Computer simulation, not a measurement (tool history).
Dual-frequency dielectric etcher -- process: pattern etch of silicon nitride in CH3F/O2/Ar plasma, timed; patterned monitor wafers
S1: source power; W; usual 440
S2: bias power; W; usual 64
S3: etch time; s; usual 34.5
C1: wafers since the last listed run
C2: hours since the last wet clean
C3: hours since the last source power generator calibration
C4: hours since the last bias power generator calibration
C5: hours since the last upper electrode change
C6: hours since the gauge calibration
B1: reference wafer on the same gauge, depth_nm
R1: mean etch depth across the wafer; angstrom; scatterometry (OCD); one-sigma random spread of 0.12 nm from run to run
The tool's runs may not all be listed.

run,hour,S1,S2,S3,C1,C2,C3,C4,C5,C6,B1,R1
1,0.0,440,64,34.5,0,360.2,1457.7,3148.3,5351.7,33.7,27.30,232.8
2,7.3,440,64,34.5,137,367.5,1465.0,3155.6,5359.0,41.0,27.30,234.5
3,13.7,440,64,34.5,120,373.9,1471.4,3162.0,5365.4,47.4,27.30,236.0
4,28.2,440,64,34.5,272,388.4,1485.9,3176.5,5379.9,61.9,27.31,235.0
5,40.1,440,64,34.5,223,400.3,1497.8,3188.4,5391.8,73.8,27.26,235.3
6,57.6,440,64,34.5,328,417.8,1515.3,3205.9,5409.3,91.3,27.29,234.1
7,71.7,440,64,34.5,264,431.9,1529.4,3220.0,5423.4,105.4,27.33,232.3
8,81.3,490,54,34.5,180,441.5,1539.0,3229.6,5433.0,115.0,27.32,219.3
# hour 87.9: bias power generator calibrated
# hour 110.7: upper electrode replaced
# hour 127.4: gauge calibrated
# hour 127.5: source power generator calibrated
# hour 128.2: wet clean of the chamber
9,128.7,440,64,34.5,299,0.5,1.2,40.8,18.0,1.3,27.30,245.6
10,134.6,440,77,26.0,110,6.4,7.1,46.7,23.9,7.2,27.29,199.0
11,147.1,370,64,34.5,234,18.9,19.6,59.2,36.4,19.7,27.30,234.5
12,153.4,490,64,40.0,118,25.2,25.9,65.5,42.7,26.0,27.31,290.9

Expected results for the next run?
13,161.2,440,64,34.5,146,33.0,33.7,73.3,50.5,33.8,?,?

Logged for run 13: B1 27.30, R1 243.2 angstrom.
With the hidden condition absent and the run-to-run variation left alone, this run would have shown R1 244.9 angstrom.
